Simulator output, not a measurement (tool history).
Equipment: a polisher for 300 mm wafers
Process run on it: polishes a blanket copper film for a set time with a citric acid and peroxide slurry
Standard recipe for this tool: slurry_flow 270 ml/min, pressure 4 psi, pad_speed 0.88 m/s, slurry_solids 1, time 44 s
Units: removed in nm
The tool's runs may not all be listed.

run	hour	slurry_flow	pressure	pad_speed	slurry_solids	time	incoming thickness of the incoming film, nm	removed
1	0	270	4	0.76	1	44	641.7	129.8
2	14.9	270	4	0.76	1	44	638.9	131.8
3	23.8	270	4	0.88	1	44	632	153.4
4	32.2	270	4	0.88	1	44	629.1	153.6
5	46.6	270	4	0.66	1	33	653.4	88
6	56.5	240	4.6	0.88	1	44	642.9	174.7
7	64	320	3.3	0.88	1	44	652	128.3
8	78.3	270	3.2	0.88	1.15	40	631.2	117.8
9	85.9	270	4	0.88	0.7	38	642	120.5
# hour 106.5: worn pad replaced by a new one
10	138.8	240	2.7	0.6	1	57	643.8	95.5
# hour 141.2: head pressure recalibrated
11	147.7	315	5.1	0.88	0.85	30	630.5	115.6
12	158.2	185	2.7	0.88	1	44	647	92.7
13	166.9	270	4	0.88	1	44	641.8	138.6
14	179.5	270	4.8	0.88	1	44	639.8	167.8
15	188.9	270	4	0.88	1	44	630.1	140
16	199.6	230	4	0.88	0.75	44	629.2	126.6
# hour 201.5: slurry nozzle cleaned
17	210.6	340	5.3	1.02	1	44	635.2	213.4
18	220.3	270	4	0.88	1	44	633	138.8
19	230.1	205	5.2	0.88	1	38	644.3	152.8
# hour 235.3: slurry blender recalibrated
# hour 238.7: worn pad replaced by a new one
20	246.4	270	3.4	0.88	1.2	57	648.1	163.9
21	261.8	270	4	0.88	1	56	650.5	178.8
22	290.6	210	4.5	0.88	1.1	44	633.7	156.8
23	305.2	270	4	0.88	1	44	637.1	140.8
24	320.2	205	4	0.88	1	44	653.9	137.2
25	333.7	270	4	0.88	1	44	647.5	141.2
26	339.9	270	3.6	1.08	1	58	638.9	203.9
27	360.4	270	3	0.96	1.2	32	648.7	89.8
# hour 373.7: worn pad replaced by a new one
28	376.6	270	5.4	0.88	1.1	44	637.8	194.7
29	394.5	345	4	0.88	1	44	649	141.9

A few steps of removed between consecutive runs. Split each: what settings, incoming material and random variation would produce without the hidden state, and what is left over for the hidden state, along with gauge scatter present in only one of the two compared results (measured, and without hidden state):
The tool's hidden condition here consists of: removal rate lost through wear of the pad, %; slurry flow missing at the pad, %; deviation of the head's pressure from its setpoint, %; abrasive missing from the slurry, %.
Run 5 -> 6: slurry_flow 270 -> 240, pressure 4 -> 4.6, pad_speed 0.66 -> 0.88, time 33 -> 44. removed +86.7 nm: hidden state +7.2, all else +79.5.
Run 10 -> 11: slurry_flow 240 -> 315, pressure 2.7 -> 5.1, pad_speed 0.6 -> 0.88, slurry_solids 1 -> 0.85, time 57 -> 30, head pressure recalibrated. removed +20.1 nm: hidden state -11.9, all else +32.
Run 26 -> 27: pressure 3.6 -> 3, pad_speed 1.08 -> 0.96, slurry_solids 1 -> 1.2, time 58 -> 32. removed -114.1 nm: hidden state +1, all else -115.1.
Run 27 -> 28: pressure 3 -> 5.4, pad_speed 0.96 -> 0.88, slurry_solids 1.2 -> 1.1, time 32 -> 44, worn pad replaced by a new one. removed +104.9 nm: hidden state +0.1, all else +104.8.
